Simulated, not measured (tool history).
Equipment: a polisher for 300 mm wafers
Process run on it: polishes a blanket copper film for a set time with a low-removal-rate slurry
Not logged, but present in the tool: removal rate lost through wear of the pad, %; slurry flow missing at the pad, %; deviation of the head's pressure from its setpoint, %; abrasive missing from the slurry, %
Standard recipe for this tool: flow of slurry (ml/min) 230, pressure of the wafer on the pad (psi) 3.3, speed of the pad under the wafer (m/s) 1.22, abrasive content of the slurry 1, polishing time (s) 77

run   hour  flow of slurry (ml/min)  pressure of the wafer on the pad (psi)  speed of the pad under the wafer (m/s)  abrasive content of the slurry  polishing time (s)  wafers since the last listed run  wafers polished on this pad  hours since the slurry nozzle was cleaned  hours since the head pressure was calibrated  hours since the slurry blender was calibrated  incoming thickness of the incoming film, nm  film removed (nm)
  1      0                      230                                     3.3                                    1.22                               1                  65                                 0                          168                                      301.5                                         872.8                                          395.4                                          889              251.9
  2    8.2                      230                                     3.3                                    1.22                               1                  77                                60                          229                                      309.7                                           881                                          403.6                                        885.5              296.2
  3   16.3                      230                                     3.3                                    1.22                               1                  77                                59                          289                                      317.8                                         889.1                                          411.7                                        889.3              298.9
  4   23.4                      230                                     3.3                                    1.22                               1                  77                                52                          341                                      324.9                                         896.2                                          418.8                                        886.9              298.7
  5   35.1                      230                                     3.3                                    1.22                               1                  77                                86                          428                                      336.6                                         907.9                                          430.5                                        871.2              295.7
  6   49.9                      230                                     3.3                                    1.22                               1                  77                               109                          537                                      351.4                                         922.7                                          445.3                                        885.7              290.5
  7   64.3                      230                                     3.3                                    1.22                               1                  77                               106                          644                                      365.8                                         937.1                                          459.7                                        884.7              287.3
      74.3  -- head pressure recalibrated
  8   75.1                      230                                     3.3                                    1.22                               1                  57                                65                          709                                      376.6                                           0.8                                          470.5                                        877.3              184.7
      84.3  -- slurry nozzle cleaned
  9     91                      230                                     2.7                                    1.22                             0.8                  62                               110                          819                                        6.7                                          16.7                                          486.4                                        887.1              153.5
      96.5  -- slurry blender recalibrated
     104.8  -- worn pad replaced by a new one
 10  105.3                      230                                     3.3                                    1.22                               1                  77                                61                            3                                         21                                            31                                            8.8                                        864.2                295
 11  117.1                      230                                     3.3                                    1.22                             1.1                  63                                87                           90                                       32.8                                          42.8                                           20.6                                        872.3              246.8
 12  134.1                      230                                     2.3                                    1.22                               1                  77                               125                          216                                       49.8                                          59.8                                           37.6                                        888.6              207.1
 13  147.7                      265                                     3.9                                    1.22                             1.1                  84                               100                          317                                       63.4                                          73.4                                           51.2                                        862.8              395.6
 14  160.7                      230                                     2.3                                    1.38                            0.85                  77                                96                          413                                       76.4                                          86.4                                           64.2                                        879.6              222.6
 15  173.9                      230                                     4.1                                    0.92                               1                  77                                97                          511                                       89.6                                          99.6                                           77.4                                        870.7              282.3
 16  182.1                      230                                     3.3                                    1.22                               1                  65                                60                          571                                       97.8                                         107.8                                           85.6                                        868.6              253.9
 17  197.2                      310                                     3.3                                    1.36                             1.2                  88                               111                          683                                      112.9                                         122.9                                          100.7                                        880.8              417.9

Here are 3 independent what-if runs from the current tool condition. What would each one return?
  A  197.6                      230                                     3.3                                    1.08                               1                  77                                 2                          686                                      113.3                                         123.3                                          101.1                                        879.2                  ?
  B  197.6                      210                                     4.1                                    1.22                               1                  77                                 2                          686                                      113.3                                         123.3                                          101.1                                        879.2                  ?
  C  197.6                      230                                     2.2                                    1.22                               1                 101                                 2                          686                                      113.3                                         123.3                                          101.1                                        879.2                  ?

run  film removed (nm)
  A              270.6
  B              375.2
  C              267.3
With the hidden condition removed and each run's random variation left untouched, the same runs would have given:
run  film removed (nm)
  A              263.3
  B              365.1
  C              260.1
